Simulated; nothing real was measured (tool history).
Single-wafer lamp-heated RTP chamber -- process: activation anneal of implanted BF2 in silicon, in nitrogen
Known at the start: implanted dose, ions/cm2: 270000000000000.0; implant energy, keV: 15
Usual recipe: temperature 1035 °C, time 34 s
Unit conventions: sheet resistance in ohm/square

run,hour,temperature,time,wafers since the last listed run,wafers since the last pyrometer calibration,wafers since the reflector plate was cleaned,hours since the gauge calibration,"read-back reference wafer on the same gauge, sheet resistance",sheet resistance
1,0,1013,34,0,931,9521,1107.8,386.96,406.09
2,24.1,1035,34,287,1218,9809,1131.9,386.92,400.88
3,37.7,1035,34,162,1380,9971,1145.5,387.02,401.64
4,67.6,1035,34,356,1736,10327,1175.4,386.96,401.15
5,82.3,1035,46,175,1911,10502,1190.1,387.07,395.1
6,96.2,1035,34,165,2077,10668,1204,387.01,401.16
7,120.2,1035,34,285,2363,10954,1228,387.05,400.64
8,136.7,1014,34,196,2560,11150,1244.5,387.09,405.53
9,161.2,1046,34,291,2851,11442,1269,386.87,396.1
10,194.1,1035,34,392,3243,11834,1301.9,386.96,399.04
11,229.7,1035,34,424,3668,12258,1337.5,386.94,397.92
# hour 245.6: gauge calibrated
12,247.5,1035,39,212,3880,12470,1.9,386.93,396.86
13,259.8,1035,39,146,4026,12617,14.2,387.11,395.12
# hour 287.3: pyrometer window cleaned and pyrometer calibrated
14,287.8,1035,34,238,6,12855,42.2,386.91,402.37
15,313,1035,34,300,306,13156,67.4,387.18,403.14
# hour 332.9: reflector plate cleaned
16,345.4,1035,34,290,597,148,99.8,387.05,404.19
17,377.1,1053,34,377,975,526,131.5,386.98,399.28
18,409.2,1035,34,382,1357,908,163.6,387.02,403.92
19,426,1061,54,200,1557,1108,180.4,386.87,387.19
20,451.3,1057,34,301,1859,1410,205.7,387.17,396.93
21,481.9,1059,47,364,2223,1774,236.3,387.03,388.84
22,513.7,1014,22,378,2602,2153,268.1,387.08,412.96
23,539.1,1015,48,302,2905,2456,293.5,386.96,402.5
24,574.9,1035,34,426,3332,2882,329.3,386.97,402.09
25,592.5,1012,34,209,3541,3092,346.9,386.92,406.09
26,612,1035,34,232,3774,3324,366.4,387.06,401.28
27,624.8,1013,34,152,3926,3477,379.2,387.01,405.47
28,641.3,1057,50,196,4123,3674,395.7,387.11,384.81
# hour 651.2: pyrometer window cleaned and pyrometer calibrated
29,676.7,1065,34,326,303,4000,431.1,386.85,394.83
30,710,1035,51,396,700,4397,464.4,387.12,397.1
31,734.3,1035,34,289,989,4686,488.7,387,403.8
32,766.9,1035,16,388,1378,5075,521.3,387,412.23

What will run 33 give?
33,784.4,1035,54,208,1586,5283,538.8,?,?

Run 33 produced read-back reference wafer on the same gauge, sheet resistance 386.97, sheet resistance 395.97 ohm/square.
If the tool had no hidden condition, the same run with the same run-to-run variation would have returned sheet resistance 397.82 ohm/square.

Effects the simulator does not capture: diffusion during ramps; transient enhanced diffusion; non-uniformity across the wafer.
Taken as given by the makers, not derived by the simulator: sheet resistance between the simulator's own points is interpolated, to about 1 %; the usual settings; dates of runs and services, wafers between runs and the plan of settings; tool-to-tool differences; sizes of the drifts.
